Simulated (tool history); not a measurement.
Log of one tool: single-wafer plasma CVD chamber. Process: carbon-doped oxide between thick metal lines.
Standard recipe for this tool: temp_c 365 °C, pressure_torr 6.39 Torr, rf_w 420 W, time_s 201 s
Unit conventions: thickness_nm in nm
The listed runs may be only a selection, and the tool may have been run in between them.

| run | hour | temp_c | pressure_torr | rf_w | time_s | wafers since the last listed run | hours since the last thermocouple change | hours since the last RF generator calibration | hours since the last manometer calibration | hours since the showerhead was replaced | hours since the gauge calibration | read-back reference wafer on the same gauge, thickness_nm | thickness_nm |
|---|---|---|---|---|---|---|---|---|---|---|---|---|---|
| 1 | 0.0 | 373 | 6.39 | 395 | 201 | 0 | 1373.0 | 1153.1 | 2272.9 | 3625.7 | 74.0 | 993.826 | 860.092 |
| 2 | 8.1 | 373 | 6.39 | 395 | 201 | 38 | 1381.1 | 1161.2 | 2281.0 | 3633.8 | 82.1 | 993.694 | 857.765 |
| 3 | 21.2 | 365 | 6.39 | 420 | 201 | 61 | 1394.2 | 1174.3 | 2294.1 | 3646.9 | 95.2 | 994.294 | 898.932 |
| 4 | 29.3 | 365 | 6.39 | 420 | 201 | 38 | 1402.3 | 1182.4 | 2302.2 | 3655.0 | 103.3 | 994.088 | 898.837 |
| 5 | 47.3 | 365 | 6.39 | 420 | 201 | 84 | 1420.3 | 1200.4 | 2320.2 | 3673.0 | 121.3 | 993.835 | 897.722 |
| 6 | 58.0 | 365 | 6.39 | 420 | 201 | 50 | 1431.0 | 1211.1 | 2330.9 | 3683.7 | 132.0 | 994.021 | 896.530 |
| 7 | 66.5 | 365 | 6.39 | 420 | 201 | 40 | 1439.5 | 1219.6 | 2339.4 | 3692.2 | 140.5 | 993.794 | 895.400 |
| 8 | 84.0 | 365 | 6.39 | 475 | 201 | 82 | 1457.0 | 1237.1 | 2356.9 | 3709.7 | 158.0 | 993.997 | 947.146 |
| 9 | 100.5 | 365 | 6.39 | 475 | 201 | 77 | 1473.5 | 1253.6 | 2373.4 | 3726.2 | 174.5 | 993.883 | 947.253 |
| 10 | 107.7 | 368 | 6.39 | 420 | 201 | 33 | 1480.7 | 1260.8 | 2380.6 | 3733.4 | 181.7 | 994.094 | 890.471 |
| 11 | 115.1 | 365 | 6.39 | 420 | 201 | 34 | 1488.1 | 1268.2 | 2388.0 | 3740.8 | 189.1 | 993.706 | 895.299 |
| 12 | 127.3 | 374 | 7.96 | 375 | 163 | 57 | 1500.3 | 1280.4 | 2400.2 | 3753.0 | 201.3 | 993.994 | 691.445 |
| 13 | 140.8 | 365 | 6.39 | 475 | 201 | 63 | 1513.8 | 1293.9 | 2413.7 | 3766.5 | 214.8 | 994.047 | 947.569 |
| 14 | 149.6 | 361 | 5.08 | 350 | 164 | 41 | 1522.6 | 1302.7 | 2422.5 | 3775.3 | 223.6 | 994.263 | 650.965 |
| 15 | 165.9 | 359 | 7.96 | 490 | 201 | 76 | 1538.9 | 1319.0 | 2438.8 | 3791.6 | 239.9 | 994.154 | 996.326 |
|  | 190.7 | thermocouple changed; heater temperature recalibrated |
|  | 195.9 | capacitance manometer re-zeroed and calibrated |
| 16 | 196.4 | 365 | 6.39 | 420 | 201 | 81 | 5.7 | 1349.5 | 0.5 | 3822.1 | 270.4 | 993.799 | 893.480 |
|  | 198.3 | gauge calibrated |
|  | 212.2 | RF generator calibrated |
|  | 218.1 | showerhead replaced |
| 17 | 218.6 | 365 | 6.39 | 420 | 201 | 38 | 27.9 | 6.4 | 22.7 | 0.5 | 20.3 | 993.963 | 930.393 |
| 18 | 221.7 | 352 | 7.81 | 475 | 173 | 14 | 31.0 | 9.5 | 25.8 | 3.6 | 23.4 | 994.093 | 893.899 |
| 19 | 238.0 | 356 | 6.39 | 460 | 201 | 76 | 47.3 | 25.8 | 42.1 | 19.9 | 39.7 | 993.903 | 993.822 |
| 20 | 255.0 | 365 | 6.39 | 465 | 190 | 80 | 64.3 | 42.8 | 59.1 | 36.9 | 56.7 | 993.969 | 921.737 |
| 21 | 269.6 | 374 | 7.56 | 485 | 201 | 68 | 78.9 | 57.4 | 73.7 | 51.5 | 71.3 | 994.294 | 988.542 |
| 22 | 277.1 | 373 | 5.76 | 420 | 166 | 35 | 86.4 | 64.9 | 81.2 | 59.0 | 78.8 | 994.069 | 741.234 |
| 23 | 291.1 | 365 | 6.39 | 420 | 201 | 65 | 100.4 | 78.9 | 95.2 | 73.0 | 92.8 | 993.773 | 930.179 |
| 24 | 297.6 | 365 | 5.68 | 360 | 172 | 30 | 106.9 | 85.4 | 101.7 | 79.5 | 99.3 | 993.788 | 730.209 |
| 25 | 306.4 | 351 | 6.39 | 360 | 201 | 41 | 115.7 | 94.2 | 110.5 | 88.3 | 108.1 | 994.412 | 900.629 |
| 26 | 314.3 | 350 | 5.00 | 390 | 201 | 37 | 123.6 | 102.1 | 118.4 | 96.2 | 116.0 | 993.976 | 891.000 |
| 27 | 329.6 | 365 | 5.03 | 420 | 166 | 72 | 138.9 | 117.4 | 133.7 | 111.5 | 131.3 | 994.238 | 732.845 |

Consider 5 possible next runs. They are alternatives, not a sequence: every one starts from the tool as it was left by run 27. What does each give?
| A | 330.1 | 365 | 6.39 | 420 | 236 | 2 | 139.4 | 117.9 | 134.2 | 112.0 | 131.8 | ? | ? |
| B | 330.1 | 365 | 4.96 | 420 | 165 | 2 | 139.4 | 117.9 | 134.2 | 112.0 | 131.8 | ? | ? |
| C | 330.1 | 350 | 7.72 | 465 | 176 | 2 | 139.4 | 117.9 | 134.2 | 112.0 | 131.8 | ? | ? |
| D | 330.1 | 351 | 7.00 | 485 | 190 | 2 | 139.4 | 117.9 | 134.2 | 112.0 | 131.8 | ? | ? |
| E | 330.1 | 365 | 6.39 | 345 | 201 | 2 | 139.4 | 117.9 | 134.2 | 112.0 | 131.8 | ? | ? |

| run | read-back reference wafer on the same gauge, thickness_nm | thickness_nm |
|---|---|---|
| A | 994.547 | 1087.448 |
| B | 994.547 | 724.441 |
| C | 994.547 | 901.199 |
| D | 994.547 | 980.083 |
| E | 994.547 | 850.413 |
With no hidden state in the tool, these same runs would have given:
| run | thickness_nm |
|---|---|
| A | 1097.091 |
| B | 730.864 |
| C | 909.190 |
| D | 987.642 |
| E | 858.286 |
